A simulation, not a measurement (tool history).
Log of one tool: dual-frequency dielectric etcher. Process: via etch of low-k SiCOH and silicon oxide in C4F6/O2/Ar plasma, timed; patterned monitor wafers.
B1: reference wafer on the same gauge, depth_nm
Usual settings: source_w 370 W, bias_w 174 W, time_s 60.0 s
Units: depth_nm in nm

Run 1, hour 0.0: usual settings; B1 204.9. Result: depth_nm 183.4 nm.
Run 2, hour 56.6: usual settings; B1 204.9. Result: depth_nm 183.3 nm.
Run 3, hour 98.4: usual settings; B1 205.0. Result: depth_nm 182.9 nm.
Run 4, hour 142.4: usual settings; B1 205.0. Result: depth_nm 182.4 nm.
Run 5, hour 207.9: usual settings; B1 204.9. Result: depth_nm 182.1 nm.
Run 6, hour 267.4: usual settings; B1 205.1. Result: depth_nm 182.0 nm.
Run 7, hour 331.3: usual settings; B1 204.9. Result: depth_nm 181.6 nm.
Run 8, hour 359.0: usual settings but source_w 310 W; B1 205.1. Result: depth_nm 171.3 nm.
At hour 392.7: source power generator calibrated.
Run 9, hour 423.5: usual settings but source_w 310 W; B1 205.1. Result: depth_nm 174.3 nm.
At hour 446.8: bias power generator calibrated.
Run 10, hour 448.2: usual settings; B1 205.2. Result: depth_nm 185.2 nm.
Run 11, hour 495.3: usual settings; B1 205.0. Result: depth_nm 184.7 nm.
At hour 533.4: wet clean of the chamber.
Run 12, hour 539.2: usual settings; B1 204.9. Result: depth_nm 187.1 nm.
At hour 552.9: gauge calibrated.
Run 13, hour 570.3: usual settings but bias_w 202 W, time_s 49.5 s; B1 204.9. Result: depth_nm 162.8 nm.
Run 14, hour 608.0: usual settings but bias_w 145 W; B1 204.9. Result: depth_nm 175.2 nm.
Run 15, hour 675.3: usual settings but source_w 440 W, bias_w 135 W, time_s 71.5 s; B1 204.9. Result: depth_nm 216.2 nm.
At hour 703.1: upper electrode replaced.
Run 16, hour 732.2: usual settings but source_w 420 W, bias_w 186 W, time_s 71.0 s; B1 205.0. Result: depth_nm 233.7 nm.
Run 17, hour 775.9: usual settings but source_w 310 W, bias_w 161 W; B1 205.0. Result: depth_nm 170.2 nm.
Run 18, hour 829.8: usual settings but source_w 400 W, bias_w 215 W, time_s 47.0 s; B1 205.0. Result: depth_nm 160.2 nm.
Run 19, hour 881.9: usual settings but source_w 450 W, bias_w 136 W, time_s 65.5 s; B1 205.0. Result: depth_nm 197.9 nm.
Run 20, hour 938.5: usual settings; B1 205.2. Result: depth_nm 184.3 nm.

Forecast each of these 3 alternatives for the next run:
Run A, hour 938.9: usual settings; B1 ?. Result: depth_nm ?.
Run B, hour 938.9: usual settings but source_w 430 W, bias_w 197 W, time_s 44.0 s; B1 ?. Result: depth_nm ?.
Run C, hour 938.9: usual settings but source_w 310 W, bias_w 187 W, time_s 48.5 s; B1 ?. Result: depth_nm ?.

run     B1  depth_nm
  A  205.1     184.7
  B  205.1     148.9
  C  205.1     144.3
Without the tool's hidden state the same runs would have given:
run  depth_nm
  A     188.1
  B     151.7
  C     146.9
